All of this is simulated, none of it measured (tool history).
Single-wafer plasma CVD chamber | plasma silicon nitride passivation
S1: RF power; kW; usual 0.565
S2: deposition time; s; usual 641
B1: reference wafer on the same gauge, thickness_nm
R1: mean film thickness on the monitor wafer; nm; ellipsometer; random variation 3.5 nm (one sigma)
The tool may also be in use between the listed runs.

{"run": 1, "hour": 0.0, "S1": 0.565, "S2": 598, "B1": 762.826, "R1": 883.909}
{"run": 2, "hour": 104.3, "S1": 0.565, "S2": 641, "B1": 762.989, "R1": 946.708}
{"run": 3, "hour": 161.2, "S1": 0.565, "S2": 641, "B1": 762.493, "R1": 945.129}
{"run": 4, "hour": 236.4, "S1": 0.565, "S2": 641, "B1": 762.903, "R1": 937.853}
{"run": 5, "hour": 297.7, "S1": 0.565, "S2": 641, "B1": 763.655, "R1": 930.11}
{"run": 6, "hour": 350.5, "S1": 0.565, "S2": 641, "B1": 762.466, "R1": 936.949}
{"run": 7, "hour": 412.0, "S1": 0.565, "S2": 641, "B1": 763.012, "R1": 928.898}
{"run": 8, "hour": 501.6, "S1": 0.565, "S2": 641, "B1": 763.088, "R1": 921.256}
{"run": 9, "hour": 575.9, "S1": 0.565, "S2": 641, "B1": 763.147, "R1": 913.306}
{"hour": 607.9, "done": "showerhead replaced, of another model than before"}
{"run": 10, "hour": 639.5, "S1": 0.565, "S2": 641, "B1": 762.062, "R1": 874.279}
{"run": 11, "hour": 692.2, "S1": 0.485, "S2": 543, "B1": 762.906, "R1": 620.798}
{"hour": 772.6, "done": "RF generator calibrated"}
{"run": 12, "hour": 787.6, "S1": 0.605, "S2": 723, "B1": 762.373, "R1": 1128.672}
{"run": 13, "hour": 852.8, "S1": 0.495, "S2": 536, "B1": 763.08, "R1": 680.07}
{"run": 14, "hour": 897.7, "S1": 0.625, "S2": 526, "B1": 762.644, "R1": 835.87}
{"run": 15, "hour": 965.6, "S1": 0.465, "S2": 641, "B1": 763.02, "R1": 747.519}
{"hour": 983.0, "done": "gauge calibrated"}
{"run": 16, "hour": 1063.9, "S1": 0.65, "S2": 768, "B1": 762.929, "R1": 1259.571}
{"run": 17, "hour": 1119.0, "S1": 0.605, "S2": 521, "B1": 763.049, "R1": 799.589}
{"run": 18, "hour": 1205.9, "S1": 0.565, "S2": 641, "B1": 763.103, "R1": 923.537}

Forecast run 19:
{"run": 19, "hour": 1288.5, "S1": 0.535, "S2": 641, "B1": "?", "R1": "?"}

{"run 19": {"B1": 763.009, "R1": 870.805}}
Without the tool's hidden state the same run would have given R1 903.395 nm.
